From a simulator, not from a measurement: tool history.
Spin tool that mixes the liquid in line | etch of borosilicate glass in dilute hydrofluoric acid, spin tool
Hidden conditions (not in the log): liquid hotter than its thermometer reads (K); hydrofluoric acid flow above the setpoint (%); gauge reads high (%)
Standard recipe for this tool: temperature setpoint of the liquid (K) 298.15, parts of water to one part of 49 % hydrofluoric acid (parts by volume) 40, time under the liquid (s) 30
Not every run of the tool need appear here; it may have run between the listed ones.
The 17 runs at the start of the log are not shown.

| run | hour | temperature setpoint of the liquid (K) | parts of water to one part of 49 % hydrofluoric acid (parts by volume) | time under the liquid (s) | wafers since the last listed run | hours since the thermometer was replaced | hours since the hydrofluoric acid flow meter was replaced | hours since the gauge calibration | read-back film thickness of the borosilicate glass reference wafer, read on the same gauge (nm) | thickness taken off the borosilicate glass on a monitor wafer (Å) |
|---|---|---|---|---|---|---|---|---|---|---|
| 18 | 258.4 | 298.15 | 40 | 30 | 200 | 1528.5 | 75 | 139.3 | 120 | 412 |
| 19 | 265 | 294.15 | 55 | 15 | 106 | 1535.1 | 81.6 | 145.9 | 120 | 122.4 |
| 20 | 281.1 | 295.65 | 25 | 20 | 258 | 1551.2 | 97.7 | 162 | 120 | 404.3 |
| 21 | 294.9 | 295.15 | 45 | 20 | 221 | 1565 | 111.5 | 175.8 | 120 | 210.4 |
|  | 296.7 | thermometer replaced |
| 22 | 302.2 | 298.15 | 40 | 30 | 101 | 5.5 | 118.8 | 183.1 | 120 | 405.7 |
| 23 | 316.9 | 298.15 | 40 | 30 | 236 | 20.2 | 133.5 | 197.8 | 120 | 407 |
| 24 | 330.9 | 293.65 | 40 | 15 | 224 | 34.2 | 147.5 | 211.8 | 120.01 | 168.6 |
| 25 | 348.2 | 298.15 | 40 | 30 | 278 | 51.5 | 164.8 | 229.1 | 119.99 | 409.7 |
| 26 | 354.3 | 295.65 | 55 | 45 | 98 | 57.6 | 170.9 | 235.2 | 119.98 | 393.5 |
| 27 | 361.7 | 298.15 | 40 | 30 | 118 | 65 | 178.3 | 242.6 | 119.99 | 408.4 |
| 28 | 371.2 | 301.15 | 40 | 30 | 152 | 74.5 | 187.8 | 252.1 | 120.02 | 462.5 |
| 29 | 380.6 | 298.15 | 50 | 20 | 151 | 83.9 | 197.2 | 261.5 | 120.01 | 215 |
| 30 | 396.3 | 301.15 | 40 | 25 | 252 | 99.6 | 212.9 | 277.2 | 119.99 | 384.3 |
| 31 | 403.4 | 302.15 | 45 | 35 | 114 | 106.7 | 220 | 284.3 | 120 | 494.9 |
| 32 | 420.4 | 293.65 | 35 | 30 | 273 | 123.7 | 237 | 301.3 | 120.01 | 390.1 |
| 33 | 426.4 | 293.15 | 40 | 40 | 96 | 129.7 | 243 | 307.3 | 120 | 443.4 |

Below are 4 alternative next runs, each starting from the tool's condition after run 33. Predict each:
| A | 426.8 | 303.15 | 40 | 30 | 6 | 130.1 | 243.4 | 307.7 | ? | ? |
| B | 426.8 | 300.15 | 40 | 20 | 6 | 130.1 | 243.4 | 307.7 | ? | ? |
| C | 426.8 | 298.15 | 30 | 40 | 6 | 130.1 | 243.4 | 307.7 | ? | ? |
| D | 426.8 | 295.65 | 40 | 25 | 6 | 130.1 | 243.4 | 307.7 | ? | ? |

| run | read-back film thickness of the borosilicate glass reference wafer, read on the same gauge (nm) | thickness taken off the borosilicate glass on a monitor wafer (Å) |
|---|---|---|
| A | 120 | 501.4 |
| B | 120 | 296.4 |
| C | 120 | 738.3 |
| D | 120 | 307.7 |
Had the tool no hidden state, the same runs would have come out as:
| run | thickness taken off the borosilicate glass on a monitor wafer (Å) |
|---|---|
| A | 493.6 |
| B | 291.8 |
| C | 727 |
| D | 302.9 |
